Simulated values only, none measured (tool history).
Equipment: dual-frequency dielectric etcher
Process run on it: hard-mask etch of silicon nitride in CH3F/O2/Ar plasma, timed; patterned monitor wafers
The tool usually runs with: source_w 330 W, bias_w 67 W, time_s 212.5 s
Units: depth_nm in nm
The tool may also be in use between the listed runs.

run	day	source_w	bias_w	time_s	wafers since the last listed run	hours since the last wet clean	hours since the last source power generator calibration	hours since the last bias power generator calibration	hours since the last upper electrode change	hours since the gauge calibration	read-back reference wafer on the same gauge, depth_nm	depth_nm
1	0	290	61	212.5	0	226	1759.8	4067.5	3939.3	111	134.2	114.9
2	0.733	290	61	212.5	137	243.6	1777.4	4085.1	3956.9	128.6	134.1	115.5
3	1.371	290	61	212.5	119	258.9	1792.7	4100.4	3972.2	143.9	134	116.4
4	2.275	330	67	212.5	169	280.6	1814.4	4122.1	3993.9	165.6	134	126.2
5	2.933	330	67	212.5	123	296.4	1830.2	4137.9	4009.7	181.4	134	126
# day 4.35: upper electrode replaced
6	4.371	330	67	212.5	81	330.9	1864.7	4172.4	0.5	215.9	134.1	127.1
7	4.871	330	67	212.5	93	342.9	1876.7	4184.4	12.5	227.9	134.1	126.1
# day 6.125: gauge calibrated
# day 6.375: source power generator calibrated
8	6.396	300	57	212.5	253	379.5	0.5	4221	49.1	6.5	133.9	117.5
# day 8.308: wet clean of the chamber
9	8.329	330	52	212.5	174	0.5	46.9	4267.4	95.5	52.9	134	112.9
10	8.346	330	67	212.5	3	0.9	47.3	4267.8	95.9	53.3	134.1	120.4
# day 8.521: bias power generator calibrated
11	8.754	380	79	269.5	45	10.7	57.1	5.6	105.7	63.1	134	170.7
12	9.442	330	71	212.5	128	27.2	73.6	22.1	122.2	79.6	133.9	123.8
13	10.367	290	74	164	172	49.4	95.8	44.3	144.4	101.8	133.8	91.4
14	11.662	300	67	212.5	242	80.5	126.9	75.4	175.5	132.9	134	117.3
15	12.85	330	67	212.5	221	109	155.4	103.9	204	161.4	133.9	123

Some steps in depth_nm between neighbouring runs. How much of each would the tool show without its hidden state too (settings, what came in, random variation), and how much is left for the hidden state, with any gauge scatter that isn't in both results?
Hidden state at play: etch rate over this chamber's usual, %; source power that arrives over what is set, %; bias power that arrives over what is set, %; gauge reads high (%).
Run 8 -> 9: source_w 300 -> 330, bias_w 57 -> 52, wet clean of the chamber. depth_nm -4.6 nm: hidden state -6.2, all else +1.6.
Run 10 -> 11: source_w 330 -> 380, bias_w 67 -> 79, time_s 212.5 -> 269.5, bias power generator calibrated. depth_nm +50.3 nm: hidden state -0.2, all else +50.5.
